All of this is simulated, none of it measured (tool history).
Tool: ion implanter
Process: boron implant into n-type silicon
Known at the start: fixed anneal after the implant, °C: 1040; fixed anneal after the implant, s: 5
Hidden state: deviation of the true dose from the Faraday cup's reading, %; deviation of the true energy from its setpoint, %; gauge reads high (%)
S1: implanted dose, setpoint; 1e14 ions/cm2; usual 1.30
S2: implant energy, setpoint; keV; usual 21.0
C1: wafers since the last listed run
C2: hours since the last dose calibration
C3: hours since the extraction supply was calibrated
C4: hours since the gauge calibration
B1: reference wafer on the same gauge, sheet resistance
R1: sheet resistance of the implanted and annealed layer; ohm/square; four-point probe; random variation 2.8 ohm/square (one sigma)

run 1 hour=0.0 | S1=1.30 S2=21.0 | C1=0 C2=979.8 C3=4301.4 C4=208.8 | B1=613.96 | R1=623.90
run 2 hour=40.9 | S1=1.30 S2=21.0 | C1=816 C2=1020.7 C3=4342.3 C4=249.7 | B1=613.65 | R1=620.16
run 3 hour=92.0 | S1=1.30 S2=21.0 | C1=1020 C2=1071.8 C3=4393.4 C4=300.8 | B1=614.50 | R1=623.46
run 4 hour=139.2 | S1=1.30 S2=21.0 | C1=942 C2=1119.0 C3=4440.6 C4=348.0 | B1=614.28 | R1=622.64
run 5 hour=177.0 | S1=1.30 S2=21.0 | C1=754 C2=1156.8 C3=4478.4 C4=385.8 | B1=613.94 | R1=619.42
run 6 hour=211.6 | S1=1.30 S2=21.0 | C1=691 C2=1191.4 C3=4513.0 C4=420.4 | B1=613.31 | R1=625.08
run 7 hour=250.6 | S1=1.30 S2=21.0 | C1=778 C2=1230.4 C3=4552.0 C4=459.4 | B1=613.96 | R1=621.80
run 8 hour=303.0 | S1=1.30 S2=21.0 | C1=1046 C2=1282.8 C3=4604.4 C4=511.8 | B1=613.37 | R1=618.57
run 9 hour=490.4 | S1=1.30 S2=18.0 | C1=3742 C2=1470.2 C3=4791.8 C4=699.2 | B1=614.12 | R1=634.85
run 10 hour=536.7 | S1=1.30 S2=18.0 | C1=924 C2=1516.5 C3=4838.1 C4=745.5 | B1=613.86 | R1=633.09
run 11 hour=596.3 | S1=1.30 S2=18.0 | C1=1190 C2=1576.1 C3=4897.7 C4=805.1 | B1=614.84 | R1=639.64
run 12 hour=627.3 | S1=1.30 S2=21.0 | C1=619 C2=1607.1 C3=4928.7 C4=836.1 | B1=614.64 | R1=617.55
run 13 hour=688.7 | S1=1.30 S2=21.0 | C1=1226 C2=1668.5 C3=4990.1 C4=897.5 | B1=613.39 | R1=619.78
run 14 hour=715.0 | S1=1.30 S2=21.0 | C1=525 C2=1694.8 C3=5016.4 C4=923.8 | B1=613.42 | R1=621.32
run 15 hour=754.2 | S1=1.11 S2=15.5 | C1=782 C2=1734.0 C3=5055.6 C4=963.0 | B1=613.81 | R1=729.09
run 16 hour=785.4 | S1=1.30 S2=21.0 | C1=623 C2=1765.2 C3=5086.8 C4=994.2 | B1=614.05 | R1=619.72
-- hour=824.6 Faraday cup replaced and dose calibrated
run 17 hour=856.4 | S1=1.30 S2=14.0 | C1=1258 C2=31.8 C3=5157.8 C4=1065.2 | B1=613.70 | R1=673.99
run 18 hour=927.4 | S1=1.15 S2=17.5 | C1=1418 C2=102.8 C3=5228.8 C4=1136.2 | B1=613.90 | R1=714.74
run 19 hour=965.2 | S1=1.03 S2=21.0 | C1=754 C2=140.6 C3=5266.6 C4=1174.0 | B1=613.74 | R1=755.19
-- hour=999.5 extraction supply calibrated
run 20 hour=1003.6 | S1=1.53 S2=14.5 | C1=607 C2=179.0 C3=4.1 C4=1212.4 | B1=613.84 | R1=582.33
run 21 hour=1040.7 | S1=1.62 S2=18.5 | C1=741 C2=216.1 C3=41.2 C4=1249.5 | B1=613.36 | R1=537.45
-- hour=1134.8 gauge calibrated
run 22 hour=1216.3 | S1=1.30 S2=16.5 | C1=3507 C2=391.7 C3=216.8 C4=81.5 | B1=613.88 | R1=649.17
run 23 hour=1266.5 | S1=1.15 S2=17.5 | C1=1002 C2=441.9 C3=267.0 C4=131.7 | B1=613.35 | R1=710.11
run 24 hour=1321.2 | S1=1.05 S2=15.0 | C1=1092 C2=496.6 C3=321.7 C4=186.4 | B1=614.85 | R1=781.91
run 25 hour=1376.9 | S1=1.30 S2=21.0 | C1=1112 C2=552.3 C3=377.4 C4=242.1 | B1=614.06 | R1=622.59
run 26 hour=1426.6 | S1=0.92 S2=17.5 | C1=992 C2=602.0 C3=427.1 C4=291.8 | B1=613.42 | R1=839.65
run 27 hour=1488.9 | S1=1.41 S2=16.5 | C1=1244 C2=664.3 C3=489.4 C4=354.1 | B1=614.31 | R1=606.08
run 28 hour=1545.1 | S1=1.47 S2=21.0 | C1=1122 C2=720.5 C3=545.6 C4=410.3 | B1=614.19 | R1=567.99

The same runs without the tool's hidden state, with the same run-to-run variation:
run=1 R1=631.31
run=2 R1=627.85
run=3 R1=631.61
run=4 R1=631.17
run=5 R1=628.22
run=6 R1=634.25
run=7 R1=631.23
run=8 R1=628.38
run=9 R1=646.64
run=10 R1=645.24
run=11 R1=652.43
run=12 R1=629.98
run=13 R1=632.76
run=14 R1=634.55
run=15 R1=744.97
run=16 R1=633.49
run=17 R1=675.23
run=18 R1=716.68
run=19 R1=757.53
run=20 R1=584.59
run=21 R1=539.80
run=22 R1=653.50
run=23 R1=715.21
run=24 R1=788.05
run=25 R1=627.98
run=26 R1=847.08
run=27 R1=612.41
run=28 R1=574.26

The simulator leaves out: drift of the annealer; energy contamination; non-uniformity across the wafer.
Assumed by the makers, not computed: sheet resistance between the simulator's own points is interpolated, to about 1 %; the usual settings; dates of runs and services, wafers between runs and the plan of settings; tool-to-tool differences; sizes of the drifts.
